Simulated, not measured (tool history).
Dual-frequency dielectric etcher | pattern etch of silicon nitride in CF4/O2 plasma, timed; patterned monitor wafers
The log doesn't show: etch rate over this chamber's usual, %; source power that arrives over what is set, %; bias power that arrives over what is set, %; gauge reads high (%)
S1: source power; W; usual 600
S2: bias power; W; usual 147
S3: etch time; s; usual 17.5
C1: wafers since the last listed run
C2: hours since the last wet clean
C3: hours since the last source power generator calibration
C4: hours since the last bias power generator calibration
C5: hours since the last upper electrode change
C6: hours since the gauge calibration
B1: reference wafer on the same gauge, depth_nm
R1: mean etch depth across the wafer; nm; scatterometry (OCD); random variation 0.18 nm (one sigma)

| run | hour | S1 | S2 | S3 | C1 | C2 | C3 | C4 | C5 | C6 | B1 | R1 |
|---|---|---|---|---|---|---|---|---|---|---|---|---|
| 1 | 0 | 600 | 147 | 17.5 | 0 | 98.5 | 3040.8 | 3875.2 | 1540 | 27.6 | 32.85 | 39.71 |
| 2 | 47.8 | 600 | 147 | 17.5 | 597 | 146.3 | 3088.6 | 3923 | 1587.8 | 75.4 | 32.85 | 40.02 |
| 3 | 97 | 600 | 147 | 17.5 | 614 | 195.5 | 3137.8 | 3972.2 | 1637 | 124.6 | 32.86 | 39.48 |
| 4 | 166.6 | 600 | 147 | 17.5 | 869 | 265.1 | 3207.4 | 4041.8 | 1706.6 | 194.2 | 32.81 | 39.74 |
| 5 | 220.4 | 600 | 147 | 17.5 | 672 | 318.9 | 3261.2 | 4095.6 | 1760.4 | 248 | 32.8 | 39.73 |
| 6 | 312.2 | 600 | 147 | 17.5 | 1147 | 410.7 | 3353 | 4187.4 | 1852.2 | 339.8 | 32.79 | 39.47 |
|  | 362.1 | wet clean of the chamber |
| 7 | 418.5 | 600 | 147 | 17.5 | 1028 | 56.4 | 3459.3 | 4293.7 | 1958.5 | 446.1 | 32.74 | 39.67 |
| 8 | 492.5 | 600 | 147 | 17.5 | 924 | 130.4 | 3533.3 | 4367.7 | 2032.5 | 520.1 | 32.7 | 39.55 |
| 9 | 581.4 | 600 | 147 | 17.5 | 1111 | 219.3 | 3622.2 | 4456.6 | 2121.4 | 609 | 32.69 | 39.54 |
| 10 | 682.6 | 600 | 147 | 17.5 | 1264 | 320.5 | 3723.4 | 4557.8 | 2222.6 | 710.2 | 32.62 | 39.35 |
| 11 | 756.9 | 600 | 147 | 17.5 | 928 | 394.8 | 3797.7 | 4632.1 | 2296.9 | 784.5 | 32.61 | 39.07 |
| 12 | 816.1 | 600 | 147 | 17.5 | 739 | 454 | 3856.9 | 4691.3 | 2356.1 | 843.7 | 32.59 | 39.36 |
|  | 835.2 | bias power generator calibrated |
|  | 872.9 | upper electrode replaced |
| 13 | 873.4 | 660 | 182 | 17.5 | 366 | 511.3 | 3914.2 | 38.2 | 0.5 | 901 | 32.57 | 45.36 |
| 14 | 903.4 | 740 | 173 | 15.5 | 374 | 541.3 | 3944.2 | 68.2 | 30.5 | 931 | 32.47 | 42.61 |
|  | 982.8 | wet clean of the chamber |
|  | 997.1 | source power generator calibrated |
| 15 | 1204.6 | 480 | 147 | 22.5 | 3414 | 221.8 | 207.5 | 369.4 | 331.7 | 1232.2 | 32.28 | 43.64 |
| 16 | 1252.2 | 600 | 147 | 17.5 | 594 | 269.4 | 255.1 | 417 | 379.3 | 1279.8 | 32.25 | 39.13 |
| 17 | 1340.9 | 600 | 176 | 17.5 | 1108 | 358.1 | 343.8 | 505.7 | 468 | 1368.5 | 32.16 | 41.21 |
| 18 | 1421.5 | 660 | 167 | 17.5 | 1007 | 438.7 | 424.4 | 586.3 | 548.6 | 1449.1 | 32.06 | 42.93 |
|  | 1482.5 | wet clean of the chamber |
| 19 | 1521.4 | 600 | 147 | 17.5 | 948 | 38.9 | 524.3 | 686.2 | 648.5 | 1549 | 31.99 | 38.68 |
|  | 1527.1 | gauge calibrated |
| 20 | 1575.3 | 670 | 147 | 17.5 | 673 | 92.8 | 578.2 | 740.1 | 702.4 | 48.2 | 32.74 | 42.86 |
| 21 | 1666 | 600 | 147 | 17.5 | 1133 | 183.5 | 668.9 | 830.8 | 793.1 | 138.9 | 32.79 | 39.5 |
| 22 | 1770.8 | 730 | 147 | 15.5 | 1309 | 288.3 | 773.7 | 935.6 | 897.9 | 243.7 | 32.67 | 40.04 |
| 23 | 1837.7 | 680 | 137 | 16 | 836 | 355.2 | 840.6 | 1002.5 | 964.8 | 310.6 | 32.7 | 38.53 |
|  | 2001 | wet clean of the chamber |
| 24 | 2079.5 | 600 | 111 | 15 | 2722 | 78.5 | 1082.4 | 1244.3 | 1206.6 | 552.4 | 32.65 | 31.13 |

5 ways to go on from here, each from the tool as it stands after run 24. What would each give?
| A | 2079.9 | 600 | 147 | 17.5 | 4 | 78.9 | 1082.8 | 1244.7 | 1207 | 552.8 | ? | ? |
| B | 2079.9 | 460 | 160 | 16 | 4 | 78.9 | 1082.8 | 1244.7 | 1207 | 552.8 | ? | ? |
| C | 2079.9 | 470 | 160 | 17.5 | 4 | 78.9 | 1082.8 | 1244.7 | 1207 | 552.8 | ? | ? |
| D | 2079.9 | 660 | 176 | 22 | 4 | 78.9 | 1082.8 | 1244.7 | 1207 | 552.8 | ? | ? |
| E | 2079.9 | 710 | 136 | 22.5 | 4 | 78.9 | 1082.8 | 1244.7 | 1207 | 552.8 | ? | ? |

| run | B1 | R1 |
|---|---|---|
| A | 32.67 | 39.54 |
| B | 32.67 | 31.35 |
| C | 32.67 | 34.75 |
| D | 32.67 | 56.46 |
| E | 32.67 | 55.58 |
Without the tool's hidden state the same runs would have given:
| run | R1 |
|---|---|
| A | 39.84 |
| B | 31.58 |
| C | 35.01 |
| D | 56.88 |
| E | 55.99 |

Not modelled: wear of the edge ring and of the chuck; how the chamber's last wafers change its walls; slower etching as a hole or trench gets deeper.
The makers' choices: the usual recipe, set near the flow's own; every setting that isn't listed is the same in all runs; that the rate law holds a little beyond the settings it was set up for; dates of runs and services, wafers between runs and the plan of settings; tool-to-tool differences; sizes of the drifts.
